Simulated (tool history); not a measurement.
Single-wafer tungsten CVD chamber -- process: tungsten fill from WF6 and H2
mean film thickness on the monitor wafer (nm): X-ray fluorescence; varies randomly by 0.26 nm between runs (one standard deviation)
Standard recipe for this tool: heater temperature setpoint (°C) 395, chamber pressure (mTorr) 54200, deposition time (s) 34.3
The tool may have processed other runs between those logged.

run,day,heater temperature setpoint (°C),chamber pressure (mTorr),deposition time (s),"read-back reference wafer on the same gauge, thickness_nm",mean film thickness on the monitor wafer (nm)
1,0.000,391,54200,34.3,147.378,112.368
2,3.050,395,51100,29.9,147.593,105.380
3,7.817,395,51100,29.9,148.009,105.527
4,10.671,395,51100,29.9,148.173,105.808
5,13.154,395,54200,34.3,148.310,123.246
6,15.392,406,45400,34.3,148.527,147.085
7,19.417,406,45400,34.3,148.875,147.604
8,24.108,395,54200,31.1,148.706,112.261
9,28.038,395,54200,31.1,148.942,112.177
10,31.312,395,54200,31.1,148.979,112.742
11,35.075,395,54200,32.5,148.973,117.278
12,38.454,395,54200,32.5,149.104,117.717
# day 38.892: thermocouple changed; heater temperature recalibrated
13,41.108,395,54200,32.5,149.219,117.810
14,45.421,389,54200,34.3,149.254,108.721
15,47.612,389,54200,34.3,149.062,108.635
16,49.550,389,54200,34.3,149.330,108.675
# day 49.779: gauge calibrated
17,53.000,395,54200,34.3,146.465,122.028
18,56.933,389,54200,34.3,146.988,107.147
# day 58.400: capacitance manometer re-zeroed and calibrated
19,59.500,395,57800,36.9,147.421,133.613
# day 60.133: showerhead replaced
20,62.888,395,54200,34.3,147.496,122.838
21,66.092,406,45400,34.3,147.764,145.902
22,67.929,384,67000,34.3,147.889,103.005
23,71.521,386,64800,31.3,148.147,96.705
24,73.858,395,54200,34.3,148.351,122.840
25,76.992,395,54200,34.3,148.498,123.501
26,80.492,408,54200,34.3,148.593,161.071
27,83.812,384,62500,28.3,148.720,83.673
28,85.362,395,54200,27.8,148.792,99.973
29,87.704,386,45300,31.5,148.887,88.563
30,89.833,380,67300,34.3,148.807,94.829
31,92.329,395,54200,34.3,148.940,123.495
32,94.404,386,54200,34.3,148.870,101.185
33,96.583,388,54200,30.3,148.912,93.475

The same runs without the tool's hidden state, with the same run-to-run variation:
Hidden state present: wafer temperature above the value expected at the setpoint (K); true pressure above the setpoint (%); gauge reads high (%).
run,mean film thickness on the monitor wafer (nm)
1,111.361
2,104.217
3,104.085
4,104.227
5,121.285
6,144.632
7,144.970
8,110.136
9,109.972
10,110.470
11,114.860
12,115.248
13,115.312
14,106.381
15,106.282
16,106.310
17,121.586
18,106.402
19,132.441
20,121.508
21,144.087
22,101.639
23,95.290
24,120.949
25,121.491
26,158.316
27,82.187
28,98.171
29,86.934
30,93.056
31,121.149
32,99.240
33,91.658

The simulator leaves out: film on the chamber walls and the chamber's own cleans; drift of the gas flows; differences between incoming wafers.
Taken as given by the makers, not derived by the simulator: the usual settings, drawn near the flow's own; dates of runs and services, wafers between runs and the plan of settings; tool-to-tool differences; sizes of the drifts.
